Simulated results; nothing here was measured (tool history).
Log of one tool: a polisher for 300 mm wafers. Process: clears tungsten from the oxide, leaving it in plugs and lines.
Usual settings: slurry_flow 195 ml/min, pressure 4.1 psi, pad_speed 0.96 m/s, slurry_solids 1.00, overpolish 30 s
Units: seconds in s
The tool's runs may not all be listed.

run   hour  slurry_flow  pressure  pad_speed  slurry_solids  overpolish  wafers since the last listed run  wafers polished on this pad  hours since the slurry nozzle was cleaned  hours since the head pressure was calibrated  hours since the slurry blender was calibrated  hours since the slurry got fresh peroxide  incoming thickness of the incoming film, nm  seconds
  1    0.0          195       4.1       0.96           1.00          30                                 0                          428                                      510.5                                         784.0                                            5.1                                       58.1                                        380.0     66.4
  2   34.8          195       4.1       0.96           1.00          30                               425                          853                                      545.3                                         818.8                                           39.9                                       92.9                                        373.8     65.5
      55.2  -- worn pad replaced by a new one
  3   59.0          195       4.1       0.96           1.00          30                               246                           46                                      569.5                                         843.0                                           64.1                                      117.1                                        372.9     65.0
      74.0  -- slurry tank refilled with fresh slurry and peroxide
  4   95.0          195       4.1       0.96           1.00          30                               427                          474                                      605.5                                         879.0                                          100.1                                       21.0                                        371.8     65.8
  5  128.2          195       4.1       1.12           1.00          30                               405                          880                                      638.7                                         912.2                                          133.3                                       54.2                                        375.7     58.5
     142.7  -- worn pad replaced by a new one
  6  157.6          195       4.1       0.96           1.00          30                               310                          181                                      668.1                                         941.6                                          162.7                                       83.6                                        380.0     68.0
  7  183.5          195       4.1       0.96           1.00          30                               316                          498                                      694.0                                         967.5                                          188.6                                      109.5                                        374.7     66.7
     194.6  -- slurry tank refilled with fresh slurry and peroxide
  8  207.2          195       4.1       0.96           1.00          30                               277                          775                                      717.7                                         991.2                                          212.3                                       12.6                                        372.8     66.6
     228.7  -- worn pad replaced by a new one
  9  239.4          195       4.1       0.96           1.00          22                               344                          130                                      749.9                                        1023.4                                          244.5                                       44.8                                        372.4     66.0
 10  273.4          195       4.1       0.96           1.00          22                               415                          546                                      783.9                                        1057.4                                          278.5                                       78.8                                        374.1     69.1
 11  289.5          175       2.8       0.96           1.20          39                               196                          743                                      800.0                                        1073.5                                          294.6                                       94.9                                        380.4     89.3
     295.5  -- slurry tank refilled with fresh slurry and peroxide
 12  307.8          195       4.1       0.96           1.00          46                               211                          954                                      818.3                                        1091.8                                          312.9                                       12.3                                        382.7     70.8
     314.0  -- worn pad replaced by a new one
     326.5  -- slurry nozzle cleaned
 13  327.0          220       3.2       0.76           1.00          30                               173                          146                                        0.5                                        1111.0                                          332.1                                       31.5                                        373.5    100.3
 14  349.9          145       4.1       1.24           1.20          47                               279                          426                                       23.4                                        1133.9                                          355.0                                       54.4                                        379.5     58.7
     353.7  -- slurry blender recalibrated
     377.6  -- head pressure recalibrated
 15  385.9          195       4.1       0.96           0.85          30                               391                          817                                       59.4                                           8.3                                           32.2                                       90.4                                        376.9     66.8
 16  405.5          170       2.9       0.96           1.00          30                               239                         1056                                       79.0                                          27.9                                           51.8                                      110.0                                        381.1     85.9
     410.3  -- slurry tank refilled with fresh slurry and peroxide
     415.3  -- worn pad replaced by a new one
 17  419.9          195       4.1       0.96           1.00          46                               114                           56                                       93.4                                          42.3                                           66.2                                        9.6                                        376.3     66.3
 18  435.5          195       4.1       1.30           1.00          30                               190                          247                                      109.0                                          57.9                                           81.8                                       25.2                                        371.0     49.0
 19  463.6          175       4.1       0.96           1.00          22                               343                          590                                      137.1                                          86.0                                          109.9                                       53.3                                        374.8     66.8
 20  479.5          195       4.1       1.06           1.00          21                               194                          784                                      153.0                                         101.9                                          125.8                                       69.2                                        377.8     61.0
 21  497.9          195       4.1       0.96           1.00          30                               224                         1009                                      171.4                                         120.3                                          144.2                                       87.6                                        369.6     66.0

5 ways to go on from here, each from the tool as it stands after run 21. What would each give?
  A  498.3          195       4.1       0.96           1.15          30                                 4                         1014                                      171.8                                         120.7                                          144.6                                       88.0                                        367.8        ?
  B  498.3          220       5.1       0.66           1.00          30                                 4                         1014                                      171.8                                         120.7                                          144.6                                       88.0                                        367.8        ?
  C  498.3          140       4.1       0.96           1.00          30                                 4                         1014                                      171.8                                         120.7                                          144.6                                       88.0                                        367.8        ?
  D  498.3          260       2.9       0.86           0.70          30                                 4                         1014                                      171.8                                         120.7                                          144.6                                       88.0                                        367.8        ?
  E  498.3          195       4.9       1.26           1.20          30                                 4                         1014                                      171.8                                         120.7                                          144.6                                       88.0                                        367.8        ?

run  seconds
  A     63.4
  B     75.5
  C     68.9
  D     91.6
  E     43.3
Without the tool's hidden state the same runs would have given:
run  seconds
  A     62.2
  B     74.1
  C     67.6
  D     89.9
  E     42.5
